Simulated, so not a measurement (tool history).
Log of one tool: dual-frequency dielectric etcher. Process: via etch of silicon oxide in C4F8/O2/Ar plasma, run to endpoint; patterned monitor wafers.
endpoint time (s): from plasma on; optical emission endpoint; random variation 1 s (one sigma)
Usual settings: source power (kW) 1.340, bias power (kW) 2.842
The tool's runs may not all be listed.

run	hour	source power (kW)	bias power (kW)	incoming incoming film thickness, nm	endpoint time (s)
1	0.0	1.340	2.842	1502.4	308.4
2	33.0	1.490	2.842	1515.4	297.7
3	53.3	1.490	2.842	1502.6	296.6
4	71.7	1.610	2.618	1513.3	293.3
5	100.1	1.610	2.618	1518.1	294.5
6	122.8	1.610	2.618	1508.3	293.6
# hour 131.5: bias power generator calibrated
# hour 147.6: source power generator calibrated
7	150.7	1.340	2.842	1494.5	307.0
8	170.6	1.550	2.842	1517.6	294.1
# hour 207.7: wet clean of the chamber
# hour 217.3: upper electrode replaced
9	217.8	1.050	2.842	1516.3	350.6
10	218.2	1.100	2.842	1508.1	340.4
11	228.2	1.060	2.182	1517.7	373.6
12	242.5	1.600	2.607	1505.2	293.3
13	265.6	1.100	2.663	1502.2	348.7
14	290.0	1.340	2.842	1509.9	310.0

Forecast each of these 3 alternatives for the next run:
A	290.5	1.340	2.842	1513.2	?
B	290.5	1.340	3.543	1513.2	?
C	290.5	1.670	2.535	1513.2	?

run	endpoint time (s)
A	311.7
B	292.9
C	290.8
Without the tool's hidden state the same runs would have given:
run	endpoint time (s)
A	311.7
B	292.9
C	290.8

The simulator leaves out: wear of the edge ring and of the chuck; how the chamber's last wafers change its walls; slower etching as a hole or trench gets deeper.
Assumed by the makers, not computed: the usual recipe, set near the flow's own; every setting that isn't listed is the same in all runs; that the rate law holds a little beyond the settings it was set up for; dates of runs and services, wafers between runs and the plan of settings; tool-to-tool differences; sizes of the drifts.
